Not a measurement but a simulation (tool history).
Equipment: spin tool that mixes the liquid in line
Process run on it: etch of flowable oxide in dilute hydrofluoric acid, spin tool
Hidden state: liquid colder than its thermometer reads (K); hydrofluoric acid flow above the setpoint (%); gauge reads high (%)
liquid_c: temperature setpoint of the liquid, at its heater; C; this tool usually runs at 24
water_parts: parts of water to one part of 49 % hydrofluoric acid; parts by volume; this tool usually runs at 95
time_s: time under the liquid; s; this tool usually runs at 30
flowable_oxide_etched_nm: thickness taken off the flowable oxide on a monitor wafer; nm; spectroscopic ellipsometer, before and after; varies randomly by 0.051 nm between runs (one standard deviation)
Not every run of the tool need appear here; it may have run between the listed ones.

run   hour  liquid_c  water_parts  time_s  wafers since the last listed run  hours since the thermometer was replaced  hours since the hydrofluoric acid flow meter was replaced  hours since the gauge calibration  read-back film thickness of the flowable oxide reference wafer, read on the same gauge (nm)  flowable_oxide_etched_nm
  1      0        24          115      30                                 0                                    1946.9                                                     2274.9                              335.1                                                                                        29.96                     11.72
  2   46.7        24          115      30                               722                                    1993.6                                                     2321.6                              381.8                                                                                        29.99                     11.72
  3   73.3        24          115      30                               411                                    2020.2                                                     2348.2                              408.4                                                                                        29.97                     11.81
  4  100.5        24           80      40                               420                                    2047.4                                                     2375.4                              435.6                                                                                        29.99                      23.4
  5  113.9        27           95      30                               207                                    2060.8                                                     2388.8                                449                                                                                           30                     16.39
     135.6  -- gauge calibrated
  6  144.3        27           95      30                               470                                    2091.2                                                     2419.2                                8.7                                                                                        30.04                     16.37
     151.6  -- thermometer replaced
  7  159.6        25           95      30                               221                                         8                                                     2434.5                                 24                                                                                        29.95                     15.03
       179  -- hydrofluoric acid flow meter replaced
  8  179.5        24           95      30                               292                                      27.9                                                        0.5                               43.9                                                                                        30.05                     12.89
  9    193        24          140      25                               208                                      41.4                                                         14                               57.4                                                                                        29.99                      6.87
 10  219.8        24           95      30                               414                                      68.2                                                       40.8                               84.2                                                                                        30.02                      12.8

Run 11 has not been measured yet. What should we expect?
 11  255.4        24           95      30                               550                                     103.8                                                       76.4                              119.8                                                                                            ?                         ?

read-back film thickness of the flowable oxide reference wafer, read on the same gauge (nm): 29.99
flowable_oxide_etched_nm: 12.89 nm
Minus the tool's unlogged condition, the same run would have read flowable_oxide_etched_nm 12.71 nm.
